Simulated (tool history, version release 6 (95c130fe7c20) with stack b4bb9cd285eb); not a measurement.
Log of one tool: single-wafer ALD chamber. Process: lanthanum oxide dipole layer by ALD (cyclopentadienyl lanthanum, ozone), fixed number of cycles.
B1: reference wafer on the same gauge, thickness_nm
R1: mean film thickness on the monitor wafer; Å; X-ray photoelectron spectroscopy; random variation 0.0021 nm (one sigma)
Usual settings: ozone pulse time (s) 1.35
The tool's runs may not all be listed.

{"run": 1, "hour": 0.0, "ozone pulse time (s)": 1.35, "B1": 0.499, "R1": 5.37}
{"run": 2, "hour": 52.3, "ozone pulse time (s)": 1.35, "B1": 0.499, "R1": 5.38}
{"run": 3, "hour": 115.1, "ozone pulse time (s)": 1.35, "B1": 0.5, "R1": 5.36}
{"run": 4, "hour": 209.8, "ozone pulse time (s)": 1.35, "B1": 0.499, "R1": 5.33}
{"hour": 289.3, "done": "showerhead replaced"}
{"run": 5, "hour": 294.1, "ozone pulse time (s)": 1.35, "B1": 0.498, "R1": 5.27}
{"run": 6, "hour": 371.1, "ozone pulse time (s)": 1.35, "B1": 0.499, "R1": 5.28}
{"run": 7, "hour": 469.1, "ozone pulse time (s)": 1.35, "B1": 0.499, "R1": 5.22}
{"run": 8, "hour": 532.8, "ozone pulse time (s)": 1.24, "B1": 0.499, "R1": 5.08}
{"run": 9, "hour": 792.5, "ozone pulse time (s)": 1.24, "B1": 0.499, "R1": 5.05}
{"run": 10, "hour": 885.3, "ozone pulse time (s)": 1.24, "B1": 0.499, "R1": 5.05}
{"run": 11, "hour": 926.2, "ozone pulse time (s)": 1.19, "B1": 0.499, "R1": 4.95}
{"run": 12, "hour": 974.3, "ozone pulse time (s)": 1.35, "B1": 0.499, "R1": 5.16}
{"run": 13, "hour": 1081.1, "ozone pulse time (s)": 1.13, "B1": 0.499, "R1": 4.83}
{"hour": 1100.0, "done": "ozone generator serviced"}
{"run": 14, "hour": 1145.6, "ozone pulse time (s)": 1.35, "B1": 0.499, "R1": 5.34}
{"run": 15, "hour": 1248.1, "ozone pulse time (s)": 1.63, "B1": 0.499, "R1": 5.5}
{"run": 16, "hour": 1352.4, "ozone pulse time (s)": 1.15, "B1": 0.498, "R1": 5.09}
{"run": 17, "hour": 1427.7, "ozone pulse time (s)": 1.88, "B1": 0.499, "R1": 5.59}
{"run": 18, "hour": 1508.8, "ozone pulse time (s)": 1.35, "B1": 0.5, "R1": 5.29}
{"run": 19, "hour": 1604.1, "ozone pulse time (s)": 1.65, "B1": 0.499, "R1": 5.46}
{"hour": 1618.1, "done": "thermocouple changed; heater temperature recalibrated"}
{"run": 20, "hour": 1779.6, "ozone pulse time (s)": 0.89, "B1": 0.498, "R1": 4.6}
{"run": 21, "hour": 1861.4, "ozone pulse time (s)": 1.35, "B1": 0.499, "R1": 5.18}
{"hour": 1897.8, "done": "gauge calibrated"}
{"run": 22, "hour": 1902.2, "ozone pulse time (s)": 1.1, "B1": 0.5, "R1": 4.88}
{"run": 23, "hour": 1973.3, "ozone pulse time (s)": 1.74, "B1": 0.499, "R1": 5.45}
{"run": 24, "hour": 2028.3, "ozone pulse time (s)": 1.59, "B1": 0.499, "R1": 5.36}
{"run": 25, "hour": 2131.0, "ozone pulse time (s)": 1.11, "B1": 0.499, "R1": 4.84}
{"run": 26, "hour": 2219.5, "ozone pulse time (s)": 0.86, "B1": 0.498, "R1": 4.34}
{"run": 27, "hour": 2285.6, "ozone pulse time (s)": 1.67, "B1": 0.499, "R1": 5.38}
{"run": 28, "hour": 2335.5, "ozone pulse time (s)": 1.84, "B1": 0.499, "R1": 5.44}
{"hour": 2403.1, "done": "ozone generator serviced"}
{"run": 29, "hour": 2414.4, "ozone pulse time (s)": 0.82, "B1": 0.498, "R1": 4.66}
{"run": 30, "hour": 2483.3, "ozone pulse time (s)": 1.18, "B1": 0.499, "R1": 5.19}
{"run": 31, "hour": 2549.7, "ozone pulse time (s)": 1.2, "B1": 0.499, "R1": 5.22}
{"run": 32, "hour": 2618.6, "ozone pulse time (s)": 1.35, "B1": 0.499, "R1": 5.34}
{"run": 33, "hour": 2722.6, "ozone pulse time (s)": 1.71, "B1": 0.5, "R1": 5.56}
{"run": 34, "hour": 2799.4, "ozone pulse time (s)": 1.58, "B1": 0.499, "R1": 5.46}

Measured less the same run without the tool's hidden state. The same run-to-run variation is in both; the gauge's scatter may not be:
The hidden state here: wafer temperature above the value expected at the setpoint (K); ozone dose above that of a generator just serviced (%); gauge reads high (%).
run=1 R1=-0.04
run=2 R1=-0.05
run=3 R1=-0.07
run=4 R1=-0.08
run=5 R1=-0.1
run=6 R1=-0.12
run=7 R1=-0.14
run=8 R1=-0.17
run=9 R1=-0.24
run=10 R1=-0.27
run=11 R1=-0.29
run=12 R1=-0.27
run=13 R1=-0.36
run=14 R1=-0.04
run=15 R1=-0.05
run=16 R1=-0.1
run=17 R1=-0.05
run=18 R1=-0.12
run=19 R1=-0.09
run=20 R1=-0.26
run=21 R1=-0.19
run=22 R1=-0.25
run=23 R1=-0.14
run=24 R1=-0.18
run=25 R1=-0.33
run=26 R1=-0.43
run=27 R1=-0.22
run=28 R1=-0.19
run=29 R1=-0.02
run=30 R1=-0.03
run=31 R1=-0.04
run=32 R1=-0.05
run=33 R1=-0.05
run=34 R1=-0.06
